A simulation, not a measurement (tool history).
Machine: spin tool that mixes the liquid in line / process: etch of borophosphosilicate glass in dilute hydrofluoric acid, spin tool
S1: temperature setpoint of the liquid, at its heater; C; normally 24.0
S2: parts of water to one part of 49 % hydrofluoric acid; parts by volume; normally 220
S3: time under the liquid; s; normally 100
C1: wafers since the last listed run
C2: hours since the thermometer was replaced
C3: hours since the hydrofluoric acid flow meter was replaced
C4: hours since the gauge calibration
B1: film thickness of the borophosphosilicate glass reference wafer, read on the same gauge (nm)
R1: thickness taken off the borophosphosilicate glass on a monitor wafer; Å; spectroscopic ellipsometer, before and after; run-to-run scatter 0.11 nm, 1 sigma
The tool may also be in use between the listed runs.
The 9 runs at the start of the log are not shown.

At hour 593.3: thermometer replaced.
Run 10, hour 619.1: usual settings but S1 23.0 C, S2 275 parts by volume; C1 584; C2 25.8; C3 747.1; C4 940.5; B1 30.00. Result: R1 180.8 Å.
Run 11, hour 687.7: usual settings but S1 25.5 C; C1 706; C2 94.4; C3 815.7; C4 1009.1; B1 29.98. Result: R1 264.0 Å.
At hour 740.8: gauge calibrated.
Run 12, hour 749.9: usual settings but S1 25.5 C; C1 641; C2 156.6; C3 877.9; C4 9.1; B1 30.03. Result: R1 263.4 Å.
Run 13, hour 813.1: usual settings but S2 165 parts by volume; C1 651; C2 219.8; C3 941.1; C4 72.3; B1 29.98. Result: R1 354.5 Å.
Run 14, hour 849.8: usual settings but S2 165 parts by volume; C1 378; C2 256.5; C3 977.8; C4 109.0; B1 30.00. Result: R1 355.3 Å.
Run 15, hour 910.7: usual settings but S2 165 parts by volume; C1 627; C2 317.4; C3 1038.7; C4 169.9; B1 30.02. Result: R1 353.7 Å.
Run 16, hour 962.2: usual settings; C1 530; C2 368.9; C3 1090.2; C4 221.4; B1 30.04. Result: R1 251.1 Å.
Run 17, hour 998.7: usual settings but S1 22.0 C; C1 376; C2 405.4; C3 1126.7; C4 257.9; B1 29.99. Result: R1 233.6 Å.
Run 18, hour 1064.7: usual settings but S1 26.5 C; C1 680; C2 471.4; C3 1192.7; C4 323.9; B1 29.99. Result: R1 274.6 Å.
At hour 1117.7: hydrofluoric acid flow meter replaced.
Run 19, hour 1122.2: usual settings but S3 145 s; C1 582; C2 528.9; C3 4.5; C4 381.4; B1 30.03. Result: R1 353.2 Å.
Run 20, hour 1154.4: usual settings but S2 185 parts by volume, S3 85 s; C1 331; C2 561.1; C3 36.7; C4 413.6; B1 29.97. Result: R1 253.8 Å.
Run 21, hour 1211.6: usual settings but S2 310 parts by volume, S3 80 s; C1 589; C2 618.3; C3 93.9; C4 470.8; B1 29.99. Result: R1 126.2 Å.
Run 22, hour 1251.4: usual settings but S1 29.0 C; C1 410; C2 658.1; C3 133.7; C4 510.6; B1 30.02. Result: R1 288.8 Å.
Run 23, hour 1287.1: usual settings but S2 290 parts by volume; C1 367; C2 693.8; C3 169.4; C4 546.3; B1 30.00. Result: R1 172.4 Å.
Run 24, hour 1385.0: usual settings but S2 180 parts by volume; C1 1008; C2 791.7; C3 267.3; C4 644.2; B1 29.98. Result: R1 312.7 Å.
Run 25, hour 1416.4: usual settings but S1 21.5 C, S3 155 s; C1 323; C2 823.1; C3 298.7; C4 675.6; B1 29.97. Result: R1 346.4 Å.
Run 26, hour 1460.6: usual settings; C1 455; C2 867.3; C3 342.9; C4 719.8; B1 29.97. Result: R1 246.0 Å.
Run 27, hour 1515.5: usual settings but S3 125 s; C1 565; C2 922.2; C3 397.8; C4 774.7; B1 30.02. Result: R1 308.8 Å.
Run 28, hour 1561.1: usual settings but S1 20.5 C, S2 260 parts by volume, S3 115 s; C1 469; C2 967.8; C3 443.4; C4 820.3; B1 29.99. Result: R1 203.2 Å.
Run 29, hour 1613.5: usual settings; C1 540; C2 1020.2; C3 495.8; C4 872.7; B1 30.02. Result: R1 247.1 Å.
Run 30, hour 1648.8: usual settings; C1 363; C2 1055.5; C3 531.1; C4 908.0; B1 29.99. Result: R1 244.4 Å.

Forecast each of these 5 alternatives for the next run:
Run A, hour 1649.2: usual settings; C1 4; C2 1055.9; C3 531.5; C4 908.4; B1 ?. Result: R1 ?.
Run B, hour 1649.2: usual settings but S1 26.0 C, S2 300 parts by volume; C1 4; C2 1055.9; C3 531.5; C4 908.4; B1 ?. Result: R1 ?.
Run C, hour 1649.2: usual settings but S1 21.0 C; C1 4; C2 1055.9; C3 531.5; C4 908.4; B1 ?. Result: R1 ?.
Run D, hour 1649.2: usual settings but S1 27.5 C, S2 115 parts by volume; C1 4; C2 1055.9; C3 531.5; C4 908.4; B1 ?. Result: R1 ?.
Run E, hour 1649.2: usual settings but S3 150 s; C1 4; C2 1055.9; C3 531.5; C4 908.4; B1 ?. Result: R1 ?.

run     B1     R1
  A  30.02  244.7
  B  30.02  177.5
  C  30.02  218.8
  D  30.02  601.4
  E  30.02  367.0
With the hidden condition removed and each run's random variation left untouched, the same runs would have given:
run     R1
  A  237.8
  B  172.3
  C  212.7
  D  585.6
  E  356.7

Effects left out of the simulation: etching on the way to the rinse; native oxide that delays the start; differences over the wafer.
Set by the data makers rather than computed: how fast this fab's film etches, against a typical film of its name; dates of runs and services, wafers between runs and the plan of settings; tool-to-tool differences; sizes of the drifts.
